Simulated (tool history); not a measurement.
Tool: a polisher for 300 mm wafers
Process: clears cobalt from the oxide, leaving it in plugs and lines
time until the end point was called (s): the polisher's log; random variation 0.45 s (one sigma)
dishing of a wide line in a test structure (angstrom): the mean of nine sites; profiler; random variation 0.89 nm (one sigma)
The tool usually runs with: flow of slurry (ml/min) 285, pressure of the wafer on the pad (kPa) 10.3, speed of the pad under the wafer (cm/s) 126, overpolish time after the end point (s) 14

run	hour	flow of slurry (ml/min)	pressure of the wafer on the pad (kPa)	speed of the pad under the wafer (cm/s)	overpolish time after the end point (s)	wafers since the last listed run	wafers polished on this pad	hours since the slurry nozzle was cleaned	hours since the head pressure was calibrated	incoming thickness of the incoming film, nm	time until the end point was called (s)	dishing of a wide line in a test structure (angstrom)
1	0	285	10.3	126	14	0	1998	223.9	683.2	182.8	39	387
2	33.7	285	10.3	126	14	411	2409	257.6	716.9	177.7	38.8	397
# hour 47.9: worn pad replaced by a new one
3	49.8	285	10.3	126	14	147	22	273.7	733	178.9	37.2	399
4	74.4	285	13.1	126	14	300	323	298.3	757.6	177	32.2	440
5	96.7	285	13.1	126	14	272	595	320.6	779.9	182.5	32.9	441
6	130	285	13.1	126	14	406	1002	353.9	813.2	179.5	34.5	427
7	145.4	285	10.3	126	14	188	1190	369.3	828.6	180.2	39.2	375
8	175	285	10.3	126	14	361	1551	398.9	858.2	181.9	40.7	387
9	193.6	285	10.3	126	14	227	1778	417.5	876.8	178.4	39.5	387
10	216.1	285	10.3	126	14	274	2053	440	899.3	179.9	39.5	376
11	248.7	285	10.3	150	14	398	2451	472.6	931.9	179.3	35.2	405
# hour 262.4: worn pad replaced by a new one
12	276.8	285	10.3	126	14	294	176	500.7	960	176.2	36.1	399
13	295.7	285	10.3	126	14	230	407	519.6	978.9	179.5	37.9	406
14	322.6	285	10.3	126	14	328	735	546.5	1005.8	179.9	37.6	385
15	335.7	285	10.3	156	16	159	895	559.6	1018.9	178.7	32.1	476
16	366	285	10.3	156	16	369	1265	589.9	1049.2	179.5	32.6	466
# hour 368.5: head pressure recalibrated
17	386.7	285	7.6	92	14	228	1493	610.6	18.2	181.8	57.7	307
18	401	360	12.4	104	16	174	1668	624.9	32.5	181.1	38.1	434
19	422	285	10.3	84	8	256	1924	645.9	53.5	180.6	50.5	208
20	451.5	285	10.3	126	10	360	2285	675.4	83	178.3	39.1	304
21	474.5	200	10.3	126	16	280	2565	698.4	106	180.4	41.9	411
# hour 481.2: worn pad replaced by a new one, of another model than before
22	502.4	245	9	126	14	291	258	726.3	133.9	178.3	41.7	390
23	604.3	285	10.3	126	14	1244	1502	828.2	235.8	183.2	39.6	386
24	634	315	7.6	160	12	362	1865	857.9	265.5	178.3	44.3	331
25	657.1	285	13.1	126	14	282	2147	881	288.6	181.6	32.8	434
# hour 689.5: worn pad replaced by a new one
26	692.1	220	9	126	14	378	31	916	323.6	183	41.3	369
27	705.5	285	10.3	126	14	163	195	929.4	337	181	37.1	392
28	727.4	285	12.4	126	16	267	462	951.3	358.9	180.3	32.7	486
# hour 737.7: slurry nozzle cleaned
29	755.3	355	9.7	164	14	328	791	17.6	386.8	176.1	34.7	412
30	787.6	330	10.3	126	9	394	1185	49.9	419.1	180.6	37.9	296
31	867.4	235	13.1	158	16	974	2160	129.7	498.9	180.5	29.6	474
32	880.3	285	12.4	126	14	157	2317	142.6	511.8	177.9	33.4	433
# hour 904.6: worn pad replaced by a new one
33	908.9	285	9	106	22	300	52	171.2	540.4	175.7	41.8	487
34	944.9	285	10.3	156	14	439	492	207.2	576.4	181.7	34.7	435

What the log doesn't show, run by run:
slurry flow missing at the pad, %: 0 on each run
deviation of the head's pressure from its setpoint, %: 0 on each run
H1: removal rate lost through wear of the pad, %
run	H1
1	7.23
2	7.48
3	1.7
4	4.05
5	5.54
6	7
7	7.46
8	8.08
9	8.36
10	8.6
11	8.82
12	1.6
13	3.16
14	4.72
15	5.27
16	6.2
17	6.63
18	6.85
19	7.11
20	7.35
21	7.47
22	2.49
23	6.88
24	7.31
25	7.53
26	0.972
27	2.35
28	4.07
29	5.57
30	6.66
31	7.87
32	7.96
33	0.788
34	3.85
